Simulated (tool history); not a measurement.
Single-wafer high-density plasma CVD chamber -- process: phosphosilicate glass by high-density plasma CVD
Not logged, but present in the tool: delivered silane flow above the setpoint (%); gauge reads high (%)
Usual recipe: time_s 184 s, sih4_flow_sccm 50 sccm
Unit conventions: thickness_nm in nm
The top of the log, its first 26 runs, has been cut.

run	hour	time_s	sih4_flow_sccm	wafers since the last listed run	hours since the silane flow controller was replaced	hours since the gauge calibration	read-back reference wafer on the same gauge, thickness_nm	thickness_nm
27	1367.3	150	46	352	675.3	749.1	1183.872	755.679
28	1427.0	215	55	472	735.0	808.8	1183.647	1263.214
29	1487.9	184	50	481	795.9	869.7	1184.151	999.949
30	1524.1	184	50	286	832.1	905.9	1183.690	997.353
31	1564.9	184	45	322	872.9	946.7	1184.192	913.007
32	1600.6	167	50	282	908.6	982.4	1182.460	906.288
33	1655.1	163	59	431	963.1	1036.9	1183.257	1022.257
# hour 1677.4: gauge calibrated
34	1689.1	157	54	268	997.1	11.7	1184.013	908.174

3 ways to go on from here, each from the tool as it stands after run 34. What would each give?
A	1689.6	205	50	3	997.6	12.2	?	?
B	1689.6	173	50	3	997.6	12.2	?	?
C	1689.6	168	44	3	997.6	12.2	?	?

run	read-back reference wafer on the same gauge, thickness_nm	thickness_nm
A	1182.837	1108.983
B	1182.837	935.874
C	1182.837	817.719
Stripped of hidden state, with their random variation kept, the same runs would have yielded:
run	thickness_nm
A	1108.983
B	935.874
C	817.719
